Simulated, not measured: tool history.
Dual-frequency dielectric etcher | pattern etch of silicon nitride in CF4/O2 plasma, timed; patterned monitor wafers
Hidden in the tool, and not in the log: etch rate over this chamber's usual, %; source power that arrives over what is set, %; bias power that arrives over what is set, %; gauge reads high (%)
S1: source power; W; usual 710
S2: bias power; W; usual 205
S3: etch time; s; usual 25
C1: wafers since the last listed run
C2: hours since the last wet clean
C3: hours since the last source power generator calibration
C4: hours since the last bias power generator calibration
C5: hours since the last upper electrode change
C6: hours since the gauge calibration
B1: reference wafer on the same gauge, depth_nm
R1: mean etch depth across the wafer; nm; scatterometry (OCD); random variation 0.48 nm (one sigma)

run	hour	S1	S2	S3	C1	C2	C3	C4	C5	C6	B1	R1
1	0	710	205	25	0	377.3	4998.7	1947	2290.4	75.9	87.4	82.1
2	14.8	710	205	25	215	392.1	5013.5	1961.8	2305.2	90.7	87.4	81.2
3	38.3	710	205	25	341	415.6	5037	1985.3	2328.7	114.2	87.4	81.9
4	51.7	710	205	25	194	429	5050.4	1998.7	2342.1	127.6	87.5	81.7
5	67.1	710	205	25	223	444.4	5065.8	2014.1	2357.5	143	87.3	81.5
6	80.3	710	205	25	191	457.6	5079	2027.3	2370.7	156.2	87.4	81.5
# hour 115.9: wet clean of the chamber
# hour 117.8: bias power generator calibrated
7	118.3	710	240	25	175	2.4	5117	0.5	2408.7	194.2	87.5	85.3
8	118.8	710	240	25	7	2.9	5117.5	1	2409.2	194.7	87.4	84.2
9	154.2	620	187	31.5	514	38.3	5152.9	36.4	2444.6	230.1	87.4	85.2
# hour 158.3: gauge calibrated
10	168.7	590	205	32	210	52.8	5167.4	50.9	2459.1	10.4	87.3	87.8
11	195	570	182	28	382	79.1	5193.7	77.2	2485.4	36.7	87.4	70.9
# hour 237.9: upper electrode replaced
12	238.4	850	243	25	281	122.5	5237.1	120.6	0.5	80.1	87.5	100.1

Run 13 comes next. What will it give?
13	238.7	710	234	25	4	122.8	5237.4	120.9	0.8	80.4	?	?

{"run 13": {"B1": 87.4, "R1": 84.6}}
Without the tool's hidden state the same run would have given R1 83.1 nm.
